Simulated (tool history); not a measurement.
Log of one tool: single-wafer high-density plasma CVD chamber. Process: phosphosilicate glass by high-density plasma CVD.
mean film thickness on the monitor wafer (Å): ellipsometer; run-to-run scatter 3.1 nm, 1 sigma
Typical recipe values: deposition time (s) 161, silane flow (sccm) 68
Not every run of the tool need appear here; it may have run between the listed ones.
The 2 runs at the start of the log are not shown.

run   hour  deposition time (s)  silane flow (sccm)  read-back reference wafer on the same gauge, thickness_nm  mean film thickness on the monitor wafer (Å)
  3   32.7                  161                  68                                                   1089.617                                      10494.19
  4   61.4                  161                  68                                                   1089.317                                      10547.69
  5   89.6                  147                  60                                                   1090.117                                       8491.65
  6  121.9                  161                  58                                                   1090.006                                       8956.91
  7  143.8                  161                  58                                                    1090.19                                       8962.95
  8  176.4                  161                  58                                                   1089.953                                       8884.47
  9  195.6                  161                  68                                                   1089.687                                      10445.79
 10    225                  161                  68                                                    1090.01                                      10444.35
 11  255.4                  161                  68                                                   1090.212                                      10473.05
 12  280.4                  161                  68                                                   1089.556                                         10418
 13  307.7                  161                  68                                                   1089.308                                      10439.82
 14  341.5                  161                  68                                                   1089.875                                      10429.62
 15  370.8                  161                  68                                                   1090.209                                      10476.64
 16  456.7                  161                  68                                                     1089.5                                      10515.24
 17  481.4                  161                  68                                                   1089.717                                      10454.87
 18    516                  161                  68                                                   1090.342                                      10482.43
 19  551.8                  161                  68                                                   1089.953                                      10467.79
       578  -- silane flow controller replaced
 20  582.6                  161                  68                                                   1089.971                                      10767.56
     601.3  -- gauge calibrated
 21  618.2                  161                  68                                                   1089.815                                      10787.55

Expected results for the next run?
 22  637.5                  134                  77                                                          ?                                             ?

{"run 22": {"read-back reference wafer on the same gauge, thickness_nm": 1090.734, "mean film thickness on the monitor wafer (Å)": 10129.44}}
On a tool with no hidden condition, and with the same random variation, this run would have come out at mean film thickness on the monitor wafer (Å) 10165.02.

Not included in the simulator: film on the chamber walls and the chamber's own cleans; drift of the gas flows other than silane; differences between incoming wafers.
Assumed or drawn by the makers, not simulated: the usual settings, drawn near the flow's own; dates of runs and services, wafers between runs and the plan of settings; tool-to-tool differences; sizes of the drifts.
